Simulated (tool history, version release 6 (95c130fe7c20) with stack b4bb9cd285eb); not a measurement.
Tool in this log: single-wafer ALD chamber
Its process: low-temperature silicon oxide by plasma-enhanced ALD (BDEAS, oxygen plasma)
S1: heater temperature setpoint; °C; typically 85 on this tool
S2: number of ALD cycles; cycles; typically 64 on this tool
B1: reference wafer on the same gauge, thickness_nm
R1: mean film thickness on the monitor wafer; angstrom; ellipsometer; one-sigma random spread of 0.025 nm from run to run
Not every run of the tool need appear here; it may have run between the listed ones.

run 1 hour=0.0 | S1=85 S2=64 | B1=11.337 | R1=98.98
run 2 hour=36.1 | S1=85 S2=64 | B1=11.337 | R1=99.41
run 3 hour=75.0 | S1=85 S2=64 | B1=11.346 | R1=99.66
run 4 hour=104.8 | S1=85 S2=64 | B1=11.344 | R1=99.01
run 5 hour=138.5 | S1=85 S2=64 | B1=11.344 | R1=98.89
run 6 hour=172.0 | S1=85 S2=64 | B1=11.337 | R1=98.68
run 7 hour=237.2 | S1=85 S2=64 | B1=11.347 | R1=98.96
run 8 hour=292.3 | S1=85 S2=64 | B1=11.340 | R1=99.27
-- hour=409.8 thermocouple changed; heater temperature recalibrated
run 9 hour=410.3 | S1=85 S2=64 | B1=11.340 | R1=99.25
run 10 hour=446.8 | S1=93 S2=59 | B1=11.342 | R1=89.06
-- hour=466.9 gauge calibrated
run 11 hour=471.2 | S1=91 S2=64 | B1=11.341 | R1=97.37

What does the tool deliver on the next run?
run 12 hour=528.1 | S1=97 S2=72 | B1=? | R1=?

Logged for run 12: B1 11.341, R1 107.89 angstrom.
With no hidden state in the tool, this same run would have given R1 107.89 angstrom.
